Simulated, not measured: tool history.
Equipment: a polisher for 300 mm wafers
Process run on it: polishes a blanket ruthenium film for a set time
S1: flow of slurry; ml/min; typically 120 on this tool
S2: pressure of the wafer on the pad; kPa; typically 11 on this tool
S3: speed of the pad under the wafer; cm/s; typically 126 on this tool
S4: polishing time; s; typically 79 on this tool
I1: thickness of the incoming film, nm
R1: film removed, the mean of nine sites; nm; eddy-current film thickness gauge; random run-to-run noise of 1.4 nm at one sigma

| run | hour | S1 | S2 | S3 | S4 | I1 | R1 |
|---|---|---|---|---|---|---|---|
| 1 | 0 | 120 | 11 | 126 | 79 | 303.1 | 103.6 |
|  | 72.7 | slurry nozzle cleaned |
| 2 | 79.3 | 120 | 13.8 | 114 | 79 | 296.4 | 113.3 |
| 3 | 123.2 | 150 | 11 | 126 | 79 | 297 | 109 |
| 4 | 201.5 | 150 | 11 | 126 | 79 | 299.1 | 106.1 |
| 5 | 294.2 | 120 | 11 | 126 | 79 | 302.1 | 102.4 |
|  | 465.1 | worn pad replaced by a new one |
|  | 497.4 | head pressure recalibrated |
| 6 | 584 | 100 | 11 | 126 | 79 | 302.6 | 103.7 |
| 7 | 878.1 | 100 | 11 | 126 | 79 | 304.6 | 100.4 |
|  | 909.5 | slurry nozzle cleaned |
| 8 | 1065.8 | 120 | 11 | 126 | 79 | 293.4 | 105.4 |
| 9 | 1102.7 | 120 | 11 | 126 | 79 | 294 | 103.5 |
| 10 | 1154.1 | 120 | 11 | 126 | 79 | 303.7 | 105.6 |
|  | 1205.1 | worn pad replaced by a new one |
| 11 | 1213.1 | 120 | 11 | 126 | 87 | 297.7 | 117.1 |
| 12 | 1299.6 | 120 | 11 | 126 | 87 | 297.4 | 116 |
|  | 1334.6 | head pressure recalibrated |
| 13 | 1336.2 | 120 | 11 | 126 | 79 | 305.8 | 104 |
|  | 1579 | slurry nozzle cleaned |
| 14 | 1652.2 | 120 | 11 | 126 | 79 | 298 | 101.1 |
| 15 | 1744.4 | 120 | 11 | 126 | 79 | 297.1 | 106.6 |
| 16 | 1784 | 120 | 11 | 126 | 79 | 299.9 | 104.6 |
| 17 | 1871.8 | 120 | 11 | 126 | 79 | 301.8 | 103.1 |
| 18 | 1940.3 | 120 | 11 | 126 | 79 | 297.4 | 102.5 |
|  | 1997.4 | worn pad replaced by a new one |
|  | 2001 | head pressure recalibrated |
| 19 | 2040.8 | 80 | 11 | 126 | 79 | 296.8 | 100.3 |
| 20 | 2158.4 | 100 | 11 | 126 | 91 | 300.8 | 119.2 |
| 21 | 2222.7 | 145 | 11 | 126 | 67 | 296.2 | 90.3 |
| 22 | 2298.8 | 120 | 11 | 126 | 79 | 306.5 | 104.5 |
|  | 2357.7 | slurry nozzle cleaned |
| 23 | 2477.6 | 150 | 14.5 | 126 | 87 | 297 | 140.6 |
| 24 | 2554.9 | 150 | 12.4 | 126 | 79 | 300.8 | 116.3 |
| 25 | 2607.6 | 100 | 11 | 126 | 91 | 295.5 | 117.9 |
|  | 2828.2 | worn pad replaced by a new one |
|  | 2847.5 | head pressure recalibrated |
| 26 | 2848 | 120 | 11 | 126 | 79 | 301.1 | 105 |
| 27 | 2930.2 | 150 | 7.6 | 150 | 56 | 301.5 | 68.6 |
| 28 | 2989.5 | 95 | 7.6 | 126 | 104 | 300.3 | 107 |
| 29 | 3095.8 | 120 | 11 | 126 | 79 | 302 | 103.7 |
| 30 | 3167.4 | 100 | 11 | 126 | 79 | 296.5 | 101.3 |
|  | 3180.9 | slurry nozzle cleaned |
| 31 | 3228.8 | 120 | 13.1 | 126 | 71 | 300 | 104 |
| 32 | 3295 | 135 | 15.2 | 162 | 101 | 302.5 | 193.8 |
| 33 | 3371.4 | 140 | 7.6 | 168 | 79 | 293.1 | 101.7 |
| 34 | 3473.6 | 120 | 13.1 | 126 | 79 | 299.2 | 118.8 |
| 35 | 3538.1 | 120 | 11 | 126 | 105 | 294.4 | 139.7 |
|  | 3544.7 | worn pad replaced by a new one |
| 36 | 3628.7 | 120 | 11 | 140 | 79 | 296.4 | 111 |

Give the tool's hidden conditions for every run:
removal rate lost through wear of the pad, %: 0 at every run
slurry flow missing at the pad, %: 0 at every run
deviation of the head's pressure from its setpoint, %: 0 at every run
